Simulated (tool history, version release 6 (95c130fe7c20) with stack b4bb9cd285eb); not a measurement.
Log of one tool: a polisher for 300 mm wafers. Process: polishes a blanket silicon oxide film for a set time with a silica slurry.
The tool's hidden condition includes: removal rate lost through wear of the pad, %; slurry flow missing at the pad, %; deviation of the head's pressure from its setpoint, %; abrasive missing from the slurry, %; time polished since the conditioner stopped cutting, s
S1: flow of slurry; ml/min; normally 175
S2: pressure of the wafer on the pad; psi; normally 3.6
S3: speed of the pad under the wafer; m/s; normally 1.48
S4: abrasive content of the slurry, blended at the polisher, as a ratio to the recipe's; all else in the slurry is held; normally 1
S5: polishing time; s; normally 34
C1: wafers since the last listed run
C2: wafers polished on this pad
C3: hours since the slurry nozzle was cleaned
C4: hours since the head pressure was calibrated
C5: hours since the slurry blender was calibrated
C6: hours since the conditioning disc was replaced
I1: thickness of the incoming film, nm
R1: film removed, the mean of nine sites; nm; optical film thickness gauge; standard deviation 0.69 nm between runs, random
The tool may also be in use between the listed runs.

run	hour	S1	S2	S3	S4	S5	C1	C2	C3	C4	C5	C6	I1	R1
1	0	200	3.6	1.18	1	34	0	1608	582.8	361.3	187.2	528.7	1844.6	77.2
2	39.9	175	3.6	1.04	1	34	591	2200	622.7	401.2	227.1	568.6	1906.2	66.9
3	142.8	175	3.9	0.98	1	34	1526	3727	725.6	504.1	330	671.5	1872.9	68.9
# hour 208.9: slurry nozzle cleaned
4	215.2	175	3.6	1.48	1	34	1059	4786	6.3	576.5	402.4	743.9	1898.3	92.5
5	257.6	175	3.1	1.48	1	42	629	5416	48.7	618.9	444.8	786.3	1885.3	98.1
# hour 311.8: conditioning disc replaced and pad reconditioned
6	314.2	175	4.3	1.48	1	29	810	6226	105.3	675.5	501.4	2.4	1899.1	92.6
7	419.8	175	3.6	1.48	1	34	1566	7792	210.9	781.1	607	108	1867.9	90.8
# hour 491.6: head pressure recalibrated
8	510.4	175	2.5	1.48	1	34	1314	9107	301.5	18.8	697.6	198.6	1864.6	62
9	577.3	175	4.4	1.82	1	34	992	10099	368.4	85.7	764.5	265.5	1885.6	127.4
# hour 628.1: slurry blender recalibrated
# hour 745.3: worn pad replaced by a new one
10	883.7	175	3.6	1.48	1.15	34	4456	2053	674.8	392.1	255.6	571.9	1863.3	95.6
11	944.2	150	3.6	1.48	1	34	897	2951	735.3	452.6	316.1	632.4	1867	85.8
12	985.4	215	3.6	1.82	1	34	611	3562	776.5	493.8	357.3	673.6	1871	107.6
# hour 1019.1: slurry nozzle cleaned
13	1064	175	3.3	1.48	1	34	1151	4714	44.9	572.4	435.9	752.2	1895.3	86.1
14	1131.6	175	3.6	1.82	1	34	1002	5717	112.5	640	503.5	819.8	1900.8	107.3
# hour 1173.5: conditioning disc replaced and pad reconditioned
15	1203.8	175	3.6	1.48	1	34	1041	6758	184.7	712.2	575.7	30.3	1873	91.2
# hour 1306.1: head pressure recalibrated
16	1309.4	175	3.6	1.48	1	34	1537	8295	290.3	3.3	681.3	135.9	1866.9	89.5
# hour 1344: slurry blender recalibrated
17	1400.1	175	3.6	1.48	1	34	1316	9611	381	94	56.1	226.6	1893.1	88.3
18	1439.9	175	3.6	1.48	1	27	590	10202	420.8	133.8	95.9	266.4	1874.7	70.3
# hour 1621.7: worn pad replaced by a new one
19	1735	155	3.6	1.48	1.15	27	4318	1681	715.9	428.9	391	561.5	1845.5	74.9
20	1803.1	175	3.6	1.48	0.8	28	1010	2691	784	497	459.1	629.6	1879.3	65.2
# hour 1879.6: slurry nozzle cleaned
21	1884.5	215	3.6	1.82	1	34	1192	3884	4.9	578.4	540.5	711	1890.5	114.2
# hour 1927.2: conditioning disc replaced and pad reconditioned
# hour 2085.4: head pressure recalibrated
22	2165.4	215	3.6	1.82	1	34	4108	7992	285.8	80	821.4	238.2	1868.6	109.1
# hour 2238.2: slurry blender recalibrated
23	2238.7	210	3.6	1.34	1	34	1057	9050	359.1	153.3	0.5	311.5	1887.3	84.9
24	2315.3	175	3.6	2	1	34	1136	10187	435.7	229.9	77.1	388.1	1870.5	112.8

For each entry between runs, how does the tool's hidden state at the last listed run before it compare with that at the first listed run after it?
In the gap between runs 3 and 4: slurry nozzle cleaned (hour 208.9)
  removal rate lost through wear of the pad, %: 3.09 -> 3.67; slurry flow missing at the pad, %: 29.4 -> 0.953
  what was measured, less what the result would be without the hidden state, R1: -6.4 -> -3.7 nm
In the gap between runs 5 and 6: conditioning disc replaced and pad reconditioned (hour 311.8)
  removal rate lost through wear of the pad, %: 4.01 -> 4.46; slurry flow missing at the pad, %: 2.53 -> 4.63
  what was measured, less what the result would be without the hidden state, R1: -4.5 -> -4.9 nm
In the gap between runs 7 and 8: head pressure recalibrated (hour 491.6)
  removal rate lost through wear of the pad, %: 5.31 -> 6.03; slurry flow missing at the pad, %: 8.56 -> 11.9
  what was measured, less what the result would be without the hidden state, R1: -6.3 -> -5.2 nm
In the gap between runs 9 and 10: slurry blender recalibrated (hour 628.1); worn pad replaced by a new one (hour 745.3)
  removal rate lost through wear of the pad, %: 6.57 -> 1.73; slurry flow missing at the pad, %: 14.4 -> 25.8
  what was measured, less what the result would be without the hidden state, R1: -12.2 -> -6.5 nm
In the gap between runs 12 and 13: slurry nozzle cleaned (hour 1019.1)
  removal rate lost through wear of the pad, %: 2.55 -> 3.18; slurry flow missing at the pad, %: 29.6 -> 3.47
  what was measured, less what the result would be without the hidden state, R1: -8.3 -> -3.2 nm
In the gap between runs 14 and 15: conditioning disc replaced and pad reconditioned (hour 1173.5)
  removal rate lost through wear of the pad, %: 3.72 -> 4.3; slurry flow missing at the pad, %: 5.98 -> 8.67
  what was measured, less what the result would be without the hidden state, R1: -5.1 -> -5.4 nm
In the gap between runs 15 and 16: head pressure recalibrated (hour 1306.1)
  removal rate lost through wear of the pad, %: 4.3 -> 5.14; slurry flow missing at the pad, %: 8.67 -> 12.6
  what was measured, less what the result would be without the hidden state, R1: -5.4 -> -6.8 nm
In the gap between runs 16 and 17: slurry blender recalibrated (hour 1344)
  removal rate lost through wear of the pad, %: 5.14 -> 5.87; slurry flow missing at the pad, %: 12.6 -> 16
  what was measured, less what the result would be without the hidden state, R1: -6.8 -> -8 nm
In the gap between runs 18 and 19: worn pad replaced by a new one (hour 1621.7)
  removal rate lost through wear of the pad, %: 6.18 -> 1.2; slurry flow missing at the pad, %: 17.4 -> 28.4
  what was measured, less what the result would be without the hidden state, R1: -6.9 -> -5.6 nm
In the gap between runs 20 and 21: slurry nozzle cleaned (hour 1879.6)
  removal rate lost through wear of the pad, %: 1.75 -> 2.4; slurry flow missing at the pad, %: 31 -> 1.54
  what was measured, less what the result would be without the hidden state, R1: -5.4 -> -3 nm
In the gap between runs 21 and 22: conditioning disc replaced and pad reconditioned (hour 1927.2); head pressure recalibrated (hour 2085.4)
  removal rate lost through wear of the pad, %: 2.4 -> 4.65; slurry flow missing at the pad, %: 1.54 -> 12
  what was measured, less what the result would be without the hidden state, R1: -3 -> -7.1 nm
In the gap between runs 22 and 23: slurry blender recalibrated (hour 2238.2)
  removal rate lost through wear of the pad, %: 4.65 -> 5.23; slurry flow missing at the pad, %: 12 -> 14.7
  what was measured, less what the result would be without the hidden state, R1: -7.1 -> -6.6 nm
